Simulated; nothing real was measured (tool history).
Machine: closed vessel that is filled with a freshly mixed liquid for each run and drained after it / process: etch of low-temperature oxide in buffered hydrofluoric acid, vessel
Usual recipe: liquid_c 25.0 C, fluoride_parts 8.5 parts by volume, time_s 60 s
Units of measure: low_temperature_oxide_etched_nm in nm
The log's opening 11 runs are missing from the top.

| run | hour | liquid_c | fluoride_parts | time_s | read-back film thickness of the low-temperature oxide reference wafer, read on the same gauge (nm) | low_temperature_oxide_etched_nm |
|---|---|---|---|---|---|---|
| 12 | 114.4 | 25.0 | 8.5 | 60 | 29.96 | 163.93 |
| 13 | 125.9 | 25.0 | 8.5 | 60 | 29.98 | 164.61 |
| 14 | 136.1 | 20.0 | 10.5 | 70 | 29.96 | 122.56 |
| 15 | 149.3 | 23.5 | 11.0 | 60 | 29.97 | 121.07 |
| 16 | 155.3 | 25.0 | 8.5 | 60 | 29.96 | 164.08 |
|  | 169.0 | thermometer replaced |
| 17 | 171.1 | 29.5 | 8.5 | 45 | 30.02 | 167.79 |
| 18 | 185.4 | 25.0 | 8.5 | 60 | 30.00 | 176.72 |
| 19 | 200.2 | 20.5 | 11.0 | 35 | 30.00 | 63.54 |
| 20 | 212.4 | 25.0 | 8.5 | 60 | 30.01 | 175.66 |
| 21 | 230.3 | 25.0 | 8.5 | 60 | 30.02 | 176.05 |
| 22 | 247.3 | 27.0 | 8.5 | 30 | 30.05 | 97.50 |
| 23 | 259.2 | 29.5 | 8.5 | 60 | 30.01 | 221.11 |
|  | 264.1 | gauge calibrated |
| 24 | 293.5 | 25.0 | 5.5 | 75 | 29.98 | 332.38 |
| 25 | 303.2 | 25.0 | 6.5 | 50 | 29.98 | 190.78 |
| 26 | 312.7 | 25.0 | 8.5 | 45 | 30.04 | 130.88 |
| 27 | 328.3 | 23.5 | 8.5 | 80 | 30.01 | 214.96 |
| 28 | 335.3 | 20.0 | 8.5 | 60 | 29.98 | 132.31 |
| 29 | 347.2 | 23.0 | 9.5 | 60 | 30.05 | 141.14 |
| 30 | 360.0 | 25.0 | 8.5 | 60 | 30.04 | 173.99 |
| 31 | 371.5 | 28.0 | 8.5 | 50 | 30.02 | 168.95 |
| 32 | 379.9 | 25.0 | 6.5 | 30 | 30.01 | 113.33 |

Branching from run 32: 4 alternative next runs. What would each branch give?
| A | 380.6 | 25.0 | 8.5 | 30 | ? | ? |
| B | 380.6 | 25.0 | 8.5 | 50 | ? | ? |
| C | 380.6 | 23.0 | 8.5 | 45 | ? | ? |
| D | 380.6 | 25.0 | 11.5 | 60 | ? | ? |

| run | read-back film thickness of the low-temperature oxide reference wafer, read on the same gauge (nm) | low_temperature_oxide_etched_nm |
|---|---|---|
| A | 30.05 | 86.65 |
| B | 30.05 | 144.41 |
| C | 30.05 | 116.52 |
| D | 30.05 | 133.03 |
Had the tool no hidden state, the same runs would have come out as:
| run | low_temperature_oxide_etched_nm |
|---|---|
| A | 88.21 |
| B | 147.02 |
| C | 118.65 |
| D | 135.43 |
